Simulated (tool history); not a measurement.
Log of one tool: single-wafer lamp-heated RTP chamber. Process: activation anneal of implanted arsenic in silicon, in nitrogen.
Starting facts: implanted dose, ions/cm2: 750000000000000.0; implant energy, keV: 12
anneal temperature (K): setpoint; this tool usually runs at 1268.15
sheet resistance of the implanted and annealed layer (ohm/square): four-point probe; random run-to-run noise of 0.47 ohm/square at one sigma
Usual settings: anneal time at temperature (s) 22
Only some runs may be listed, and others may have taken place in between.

run,hour,anneal temperature (K),anneal time at temperature (s),"read-back reference wafer on the same gauge, sheet resistance",sheet resistance of the implanted and annealed layer (ohm/square)
1,0.0,1246.15,27,157.95,176.01
2,42.5,1246.15,27,158.05,175.44
3,109.5,1268.15,22,157.95,167.89
# hour 159.9: reflector plate cleaned
# hour 182.6: pyrometer window cleaned and pyrometer calibrated
4,253.1,1268.15,22,157.99,170.22
5,305.9,1285.15,15,157.97,168.58
# hour 326.1: gauge calibrated
6,341.1,1268.15,22,158.05,168.30
7,370.4,1268.15,22,157.93,168.60
# hour 403.4: reflector plate cleaned
8,413.8,1254.15,22,157.94,176.43
# hour 467.4: pyrometer window cleaned and pyrometer calibrated
9,467.9,1254.15,22,157.99,176.18
10,530.1,1286.15,16,158.07,166.81
11,590.7,1288.15,32,157.94,154.33
12,632.8,1252.15,31,158.06,169.95
# hour 663.5: reflector plate cleaned
13,663.9,1296.15,15,158.08,165.34
14,709.7,1249.15,22,157.93,179.01
15,748.9,1284.15,11,157.97,174.40
# hour 763.0: pyrometer window cleaned and pyrometer calibrated
16,787.0,1268.15,22,158.00,170.47
17,827.1,1247.15,33,158.00,172.46
18,880.5,1281.15,22,157.96,162.91

Consider 4 possible next runs. They are alternatives, not a sequence: every one starts from the tool as it was left by run 18. What does each give?
A,880.9,1268.15,31,?,?
B,880.9,1283.15,26,?,?
C,880.9,1296.15,16,?,?
D,880.9,1292.15,9,?,?

run,"read-back reference wafer on the same gauge, sheet resistance",sheet resistance of the implanted and annealed layer (ohm/square)
A,158.03,162.66
B,158.03,159.19
C,158.03,161.90
D,158.03,172.16
What these runs would have given with no unlogged condition in the tool:
run,sheet resistance of the implanted and annealed layer (ohm/square)
A,165.91
B,162.20
C,164.72
D,174.92
